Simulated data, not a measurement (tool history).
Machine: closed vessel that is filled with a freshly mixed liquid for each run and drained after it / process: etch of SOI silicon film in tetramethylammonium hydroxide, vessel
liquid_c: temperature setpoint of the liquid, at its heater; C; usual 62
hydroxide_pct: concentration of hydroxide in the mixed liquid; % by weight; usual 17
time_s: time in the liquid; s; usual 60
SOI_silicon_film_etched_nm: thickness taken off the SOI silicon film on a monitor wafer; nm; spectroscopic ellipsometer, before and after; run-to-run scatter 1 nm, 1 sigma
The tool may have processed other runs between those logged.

| run | day | liquid_c | hydroxide_pct | time_s | read-back film thickness of the SOI silicon film reference wafer, read on the same gauge (nm) | SOI_silicon_film_etched_nm |
|---|---|---|---|---|---|---|
| 1 | 0 | 62 | 17 | 60 | 70 | 210.07 |
| 2 | 0.725 | 62 | 17 | 60 | 70.01 | 210.15 |
| 3 | 1.871 | 62 | 17 | 60 | 70 | 208.04 |
| 4 | 3.167 | 62 | 17 | 60 | 70.01 | 208.82 |
| 5 | 3.946 | 62 | 17 | 75 | 69.99 | 262.14 |
| 6 | 5.017 | 62 | 17 | 75 | 70.01 | 260.78 |
| 7 | 6.196 | 62 | 17 | 75 | 69.98 | 260.35 |
| 8 | 7.675 | 62 | 17 | 60 | 69.99 | 209.28 |
| 9 | 8.488 | 62 | 17 | 45 | 69.98 | 155.34 |
| 10 | 9.946 | 62 | 17 | 45 | 70.01 | 156.7 |
| 11 | 13.817 | 62 | 17 | 60 | 70.01 | 208.21 |
| 12 | 14.679 | 62 | 17 | 60 | 69.99 | 208.88 |
| 13 | 17.217 | 62 | 17 | 60 | 69.99 | 209.57 |
|  | 18.225 | hydroxide flow meter replaced |
|  | 18.246 | gauge calibrated |
| 14 | 18.483 | 55.5 | 21 | 40 | 69.99 | 84.34 |
| 15 | 19.167 | 62 | 17 | 60 | 70.02 | 209.39 |
| 16 | 19.725 | 57.5 | 12 | 60 | 70 | 184.33 |
|  | 20.325 | thermometer replaced |
| 17 | 20.892 | 55.5 | 17 | 70 | 70.01 | 161.62 |
| 18 | 21.929 | 65 | 21.5 | 60 | 70 | 227.21 |
| 19 | 22.838 | 62 | 17 | 60 | 69.98 | 207.85 |
| 20 | 24.004 | 65 | 19.5 | 60 | 69.99 | 238.5 |
| 21 | 24.629 | 68 | 20.5 | 90 | 69.98 | 411.48 |

Run 22 comes next. What will it give?
| 22 | 25.771 | 62 | 17 | 60 | ? | ? |

Run 22 yielded read-back film thickness of the SOI silicon film reference wafer, read on the same gauge (nm) 70, SOI_silicon_film_etched_nm 211.06 nm.
On a tool with no hidden condition, and with the same random variation, this run would have come out at SOI_silicon_film_etched_nm 211.06 nm.
